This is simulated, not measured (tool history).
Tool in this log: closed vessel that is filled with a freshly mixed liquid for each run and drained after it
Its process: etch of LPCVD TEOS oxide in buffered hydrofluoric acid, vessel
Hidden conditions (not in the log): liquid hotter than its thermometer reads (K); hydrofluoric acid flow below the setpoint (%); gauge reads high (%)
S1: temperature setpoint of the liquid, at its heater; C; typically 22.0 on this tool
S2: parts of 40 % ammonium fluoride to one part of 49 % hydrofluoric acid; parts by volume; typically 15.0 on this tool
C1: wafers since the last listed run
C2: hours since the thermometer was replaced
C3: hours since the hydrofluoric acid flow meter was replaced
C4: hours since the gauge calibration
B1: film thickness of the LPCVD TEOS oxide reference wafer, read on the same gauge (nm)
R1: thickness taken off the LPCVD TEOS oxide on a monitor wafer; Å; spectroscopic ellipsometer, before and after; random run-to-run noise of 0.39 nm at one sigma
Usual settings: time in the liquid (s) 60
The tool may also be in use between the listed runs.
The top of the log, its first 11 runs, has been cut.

{"run": 12, "hour": 1001.5, "S1": 22.0, "S2": 15.0, "time in the liquid (s)": 60, "C1": 7233, "C2": 251.0, "C3": 534.9, "C4": 1225.4, "B1": 100.03, "R1": 680.1}
{"run": 13, "hour": 1048.1, "S1": 19.0, "S2": 19.5, "time in the liquid (s)": 70, "C1": 4761, "C2": 297.6, "C3": 581.5, "C4": 1272.0, "B1": 99.99, "R1": 523.9}
{"run": 14, "hour": 1085.1, "S1": 26.5, "S2": 15.0, "time in the liquid (s)": 60, "C1": 3780, "C2": 334.6, "C3": 618.5, "C4": 1309.0, "B1": 99.97, "R1": 873.6}
{"run": 15, "hour": 1171.8, "S1": 22.0, "S2": 15.0, "time in the liquid (s)": 85, "C1": 8858, "C2": 421.3, "C3": 705.2, "C4": 1395.7, "B1": 100.01, "R1": 969.7}
{"run": 16, "hour": 1239.5, "S1": 22.0, "S2": 15.0, "time in the liquid (s)": 80, "C1": 6917, "C2": 489.0, "C3": 772.9, "C4": 1463.4, "B1": 99.98, "R1": 916.2}
{"run": 17, "hour": 1293.2, "S1": 22.0, "S2": 15.0, "time in the liquid (s)": 60, "C1": 5486, "C2": 542.7, "C3": 826.6, "C4": 1517.1, "B1": 99.98, "R1": 686.6}
{"run": 18, "hour": 1361.1, "S1": 22.0, "S2": 15.0, "time in the liquid (s)": 60, "C1": 6937, "C2": 610.6, "C3": 894.5, "C4": 1585.0, "B1": 99.98, "R1": 686.4}
{"run": 19, "hour": 1437.3, "S1": 19.5, "S2": 17.0, "time in the liquid (s)": 35, "C1": 7785, "C2": 686.8, "C3": 970.7, "C4": 1661.2, "B1": 99.98, "R1": 306.8}
{"run": 20, "hour": 1522.8, "S1": 26.0, "S2": 18.0, "time in the liquid (s)": 45, "C1": 8735, "C2": 772.3, "C3": 1056.2, "C4": 1746.7, "B1": 100.0, "R1": 539.4}
{"hour": 1584.7, "done": "gauge calibrated"}
{"run": 21, "hour": 1612.9, "S1": 22.0, "S2": 15.0, "time in the liquid (s)": 60, "C1": 9205, "C2": 862.4, "C3": 1146.3, "C4": 28.2, "B1": 99.99, "R1": 687.1}
{"run": 22, "hour": 1709.3, "S1": 22.0, "S2": 15.0, "time in the liquid (s)": 60, "C1": 9849, "C2": 958.8, "C3": 1242.7, "C4": 124.6, "B1": 100.0, "R1": 690.6}
{"run": 23, "hour": 1890.9, "S1": 26.0, "S2": 15.0, "time in the liquid (s)": 90, "C1": 18554, "C2": 1140.4, "C3": 1424.3, "C4": 306.2, "B1": 99.96, "R1": 1276.2}
{"run": 24, "hour": 1936.1, "S1": 27.0, "S2": 15.0, "time in the liquid (s)": 90, "C1": 4618, "C2": 1185.6, "C3": 1469.5, "C4": 351.4, "B1": 99.98, "R1": 1357.1}
{"run": 25, "hour": 1973.9, "S1": 20.0, "S2": 15.0, "time in the liquid (s)": 30, "C1": 3862, "C2": 1223.4, "C3": 1507.3, "C4": 389.2, "B1": 99.96, "R1": 306.2}
{"run": 26, "hour": 2052.1, "S1": 22.0, "S2": 15.0, "time in the liquid (s)": 60, "C1": 7989, "C2": 1301.6, "C3": 1585.5, "C4": 467.4, "B1": 100.0, "R1": 683.5}
{"run": 27, "hour": 2127.5, "S1": 22.0, "S2": 15.0, "time in the liquid (s)": 90, "C1": 7703, "C2": 1377.0, "C3": 1660.9, "C4": 542.8, "B1": 100.0, "R1": 1033.1}
{"run": 28, "hour": 2224.2, "S1": 18.0, "S2": 18.0, "time in the liquid (s)": 45, "C1": 9880, "C2": 1473.7, "C3": 1757.6, "C4": 639.5, "B1": 99.98, "R1": 341.1}
{"run": 29, "hour": 2302.2, "S1": 24.0, "S2": 15.0, "time in the liquid (s)": 95, "C1": 7969, "C2": 1551.7, "C3": 1835.6, "C4": 717.5, "B1": 100.04, "R1": 1216.8}
{"hour": 2329.0, "done": "hydrofluoric acid flow meter replaced"}
{"run": 30, "hour": 2355.0, "S1": 22.0, "S2": 12.0, "time in the liquid (s)": 90, "C1": 5292, "C2": 1604.5, "C3": 26.0, "C4": 770.3, "B1": 100.01, "R1": 1277.0}
{"run": 31, "hour": 2454.3, "S1": 25.0, "S2": 18.5, "time in the liquid (s)": 60, "C1": 10145, "C2": 1703.8, "C3": 125.3, "C4": 869.6, "B1": 99.99, "R1": 654.6}

Estimate the outcome of run 32 from the log above:
{"run": 32, "hour": 2491.8, "S1": 22.0, "S2": 12.0, "time in the liquid (s)": 60, "C1": 3831, "C2": 1741.3, "C3": 162.8, "C4": 907.1, "B1": "?", "R1": "?"}

Run 32 measured B1 99.99, R1 854.7 Å.
The same run, on a tool lacking any hidden state, would have yielded R1 854.7 Å.
